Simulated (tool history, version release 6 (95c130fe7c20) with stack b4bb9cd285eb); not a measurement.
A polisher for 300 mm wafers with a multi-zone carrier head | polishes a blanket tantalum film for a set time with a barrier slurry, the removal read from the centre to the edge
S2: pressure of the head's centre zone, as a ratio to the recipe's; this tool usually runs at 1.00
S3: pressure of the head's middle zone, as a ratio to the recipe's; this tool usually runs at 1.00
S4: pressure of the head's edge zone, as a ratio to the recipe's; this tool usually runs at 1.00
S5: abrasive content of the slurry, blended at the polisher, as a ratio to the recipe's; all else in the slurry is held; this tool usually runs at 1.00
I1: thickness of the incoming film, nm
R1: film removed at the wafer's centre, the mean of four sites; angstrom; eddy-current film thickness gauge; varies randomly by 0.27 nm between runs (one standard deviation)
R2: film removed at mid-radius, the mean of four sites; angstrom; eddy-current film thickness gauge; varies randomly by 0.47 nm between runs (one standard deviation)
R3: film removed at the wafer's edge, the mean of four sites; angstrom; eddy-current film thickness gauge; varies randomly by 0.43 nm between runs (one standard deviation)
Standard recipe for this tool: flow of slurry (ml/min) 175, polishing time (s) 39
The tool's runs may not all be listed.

run 1 hour=0.0 | flow_of_slurry_(ml/min)=220 S2=0.93 S3=1.07 S4=1.00 S5=1.00 polishing_time_(s)=47 | I1=368.3 | R1=486 R2=573 R3=517
run 2 hour=17.0 | flow_of_slurry_(ml/min)=215 S2=1.00 S3=1.00 S4=0.91 S5=1.25 polishing_time_(s)=47 | I1=362.4 | R1=567 R2=579 R3=543
-- hour=20.6 centre zone pressure recalibrated
-- hour=30.6 worn pad replaced by a new one
run 3 hour=31.4 | flow_of_slurry_(ml/min)=210 S2=1.00 S3=1.11 S4=1.05 S5=1.00 polishing_time_(s)=39 | I1=372.0 | R1=447 R2=511 R3=469
run 4 hour=46.0 | flow_of_slurry_(ml/min)=200 S2=0.94 S3=1.00 S4=1.00 S5=0.80 polishing_time_(s)=47 | I1=372.0 | R1=434 R2=482 R3=469
run 5 hour=54.3 | flow_of_slurry_(ml/min)=130 S2=1.05 S3=1.00 S4=1.11 S5=1.00 polishing_time_(s)=50 | I1=362.7 | R1=526 R2=523 R3=559
run 6 hour=68.5 | flow_of_slurry_(ml/min)=175 S2=1.00 S3=0.89 S4=0.97 S5=1.10 polishing_time_(s)=39 | I1=369.0 | R1=435 R2=409 R3=434
run 7 hour=78.8 | flow_of_slurry_(ml/min)=175 S2=1.04 S3=1.00 S4=1.06 S5=1.25 polishing_time_(s)=27 | I1=376.0 | R1=325 R2=331 R3=325
run 8 hour=85.3 | flow_of_slurry_(ml/min)=175 S2=1.00 S3=1.00 S4=1.00 S5=1.00 polishing_time_(s)=39 | I1=376.5 | R1=416 R2=443 R3=419
run 9 hour=139.3 | flow_of_slurry_(ml/min)=175 S2=1.11 S3=0.93 S4=1.00 S5=1.00 polishing_time_(s)=28 | I1=374.2 | R1=325 R2=296 R3=300
run 10 hour=149.9 | flow_of_slurry_(ml/min)=175 S2=1.00 S3=1.00 S4=1.07 S5=0.90 polishing_time_(s)=44 | I1=364.4 | R1=444 R2=461 R3=462
-- hour=160.1 worn pad replaced by a new one
run 11 hour=163.0 | flow_of_slurry_(ml/min)=175 S2=1.00 S3=1.00 S4=1.00 S5=1.00 polishing_time_(s)=39 | I1=367.9 | R1=429 R2=459 R3=446
-- hour=169.2 carrier head's membrane replaced by a new one
run 12 hour=179.5 | flow_of_slurry_(ml/min)=175 S2=1.00 S3=1.00 S4=1.00 S5=1.00 polishing_time_(s)=39 | I1=374.5 | R1=425 R2=447 R3=432
run 13 hour=189.8 | flow_of_slurry_(ml/min)=175 S2=0.91 S3=1.00 S4=1.10 S5=0.85 polishing_time_(s)=39 | I1=373.9 | R1=353 R2=404 R3=411
-- hour=207.1 slurry nozzle cleaned
run 14 hour=207.6 | flow_of_slurry_(ml/min)=210 S2=1.00 S3=1.00 S4=0.93 S5=1.00 polishing_time_(s)=39 | I1=369.5 | R1=431 R2=452 R3=418
run 15 hour=221.7 | flow_of_slurry_(ml/min)=175 S2=0.91 S3=0.88 S4=0.89 S5=1.25 polishing_time_(s)=39 | I1=365.5 | R1=419 R2=428 R3=437
run 16 hour=236.1 | flow_of_slurry_(ml/min)=120 S2=1.00 S3=1.00 S4=1.00 S5=1.10 polishing_time_(s)=39 | I1=375.6 | R1=390 R2=414 R3=413
run 17 hour=254.0 | flow_of_slurry_(ml/min)=175 S2=1.00 S3=1.06 S4=0.95 S5=1.15 polishing_time_(s)=25 | I1=370.7 | R1=276 R2=305 R3=272
-- hour=261.4 worn pad replaced by a new one
run 18 hour=269.0 | flow_of_slurry_(ml/min)=210 S2=1.00 S3=1.00 S4=0.93 S5=1.00 polishing_time_(s)=39 | I1=369.7 | R1=443 R2=465 R3=434
run 19 hour=276.6 | flow_of_slurry_(ml/min)=175 S2=1.00 S3=1.00 S4=1.00 S5=1.00 polishing_time_(s)=39 | I1=370.2 | R1=417 R2=436 R3=427
run 20 hour=283.7 | flow_of_slurry_(ml/min)=175 S2=1.03 S3=1.00 S4=1.00 S5=1.00 polishing_time_(s)=39 | I1=369.1 | R1=431 R2=441 R3=429
run 21 hour=327.2 | flow_of_slurry_(ml/min)=175 S2=1.00 S3=1.00 S4=1.00 S5=1.00 polishing_time_(s)=39 | I1=364.8 | R1=407 R2=427 R3=414

Below are 5 alternative next runs, each starting from the tool's condition after run 21. Predict each:
run A hour=327.6 | flow_of_slurry_(ml/min)=175 S2=1.00 S3=1.00 S4=1.00 S5=1.00 polishing_time_(s)=39 | I1=371.7 | R1=? R2=? R3=?
run B hour=327.6 | flow_of_slurry_(ml/min)=175 S2=1.00 S3=1.00 S4=1.09 S5=0.70 polishing_time_(s)=39 | I1=371.7 | R1=? R2=? R3=?
run C hour=327.6 | flow_of_slurry_(ml/min)=205 S2=0.91 S3=1.00 S4=1.00 S5=0.70 polishing_time_(s)=39 | I1=371.7 | R1=? R2=? R3=?
run D hour=327.6 | flow_of_slurry_(ml/min)=175 S2=0.90 S3=1.04 S4=1.00 S5=1.00 polishing_time_(s)=39 | I1=371.7 | R1=? R2=? R3=?
run E hour=327.6 | flow_of_slurry_(ml/min)=130 S2=1.00 S3=1.00 S4=0.94 S5=1.00 polishing_time_(s)=39 | I1=371.7 | R1=? R2=? R3=?

run=A R1=407 R2=438 R3=414
run=B R1=323 R2=347 R3=343
run=C R1=308 R2=357 R3=335
run=D R1=374 R2=453 R3=414
run=E R1=379 R2=410 R3=384
With no hidden state in the tool, these same runs would have given:
run=A R1=430 R2=462 R3=437
run=B R1=341 R2=367 R3=362
run=C R1=325 R2=377 R3=354
run=D R1=395 R2=478 R3=437
run=E R1=400 R2=434 R3=405
